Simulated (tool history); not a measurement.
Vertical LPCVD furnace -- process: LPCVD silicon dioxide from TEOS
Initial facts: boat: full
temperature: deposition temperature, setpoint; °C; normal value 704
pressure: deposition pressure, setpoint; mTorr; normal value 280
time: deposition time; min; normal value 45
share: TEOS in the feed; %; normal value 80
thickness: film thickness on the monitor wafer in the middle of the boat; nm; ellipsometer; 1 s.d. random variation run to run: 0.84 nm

run    hour  temperature  pressure  time  share  read-back reference wafer on the same gauge, thickness  thickness
  1       0          704       280    57     73                                                  401.82     479.88
  2    70.8          710       280    45     80                                                  402.23     455.42
  3   122.1          710       280    45     80                                                  401.95     455.39
  4   164.2          704       280    45     80                                                  401.95     397.96
  5   215.7          704       280    45     80                                                  402.18     399.53
  6   268.8          704       280    45     80                                                   402.1     402.26
  7   309.3          704       280    45     85                                                  401.87     412.65
  8   357.3          704       280    45     85                                                  401.92     413.38
  9   383.1          704       280    45     85                                                  401.95     414.22
 10   408.9          713       225    45     80                                                  402.14     442.15
 11     457          713       225    45     80                                                  401.95     442.62
 12   512.7          714       345    52     65                                                     402     584.17
 13   569.8          698       280    45     88                                                  402.17     367.11
 14   605.9          704       280    45     80                                                  402.25     404.44
 15   653.1          704       280    45     80                                                  402.04        405
      664.1  -- gauge calibrated
      697.5  -- pressure gauge zeroed
 16   702.1          697       330    53     80                                                  402.08     443.61
        738  -- TEOS flow controller replaced
 17   761.7          713       225    45     80                                                   402.2     446.77
 18   830.8          697       280    45     65                                                  401.84     313.49
 19   872.7          704       280    45     80                                                  402.14     408.32
     1014.9  -- thermocouples replaced and temperature profile calibrated
 20  1055.6          716       280  33.5     80                                                  402.03     369.98
 21  1271.1          716       280    45     94                                                  402.04     543.05
 22    1296          704       235    45     84                                                  402.17      357.5
 23  1340.4          704       220  52.5     90                                                  402.07     417.79

Forecast each of these 5 alternatives for the next run:
  A  1344.2          704       280    45     80                                                       ?          ?
  B  1344.2          704       330    45     95                                                       ?          ?
  C  1344.2          696       280    45     74                                                       ?          ?
  D  1344.2          704       215    56     80                                                       ?          ?
  E  1344.2          712       280    45     66                                                       ?          ?

run  read-back reference wafer on the same gauge, thickness  thickness
  A                                                  402.06     380.42
  B                                                  402.06     450.04
  C                                                  402.06     303.82
  D                                                  402.06     414.83
  E                                                  402.06     414.83
Had the tool no hidden state, the same runs would have come out as:
run  thickness
  A     375.23
  B     443.91
  C     299.61
  D     409.18
  E     409.27
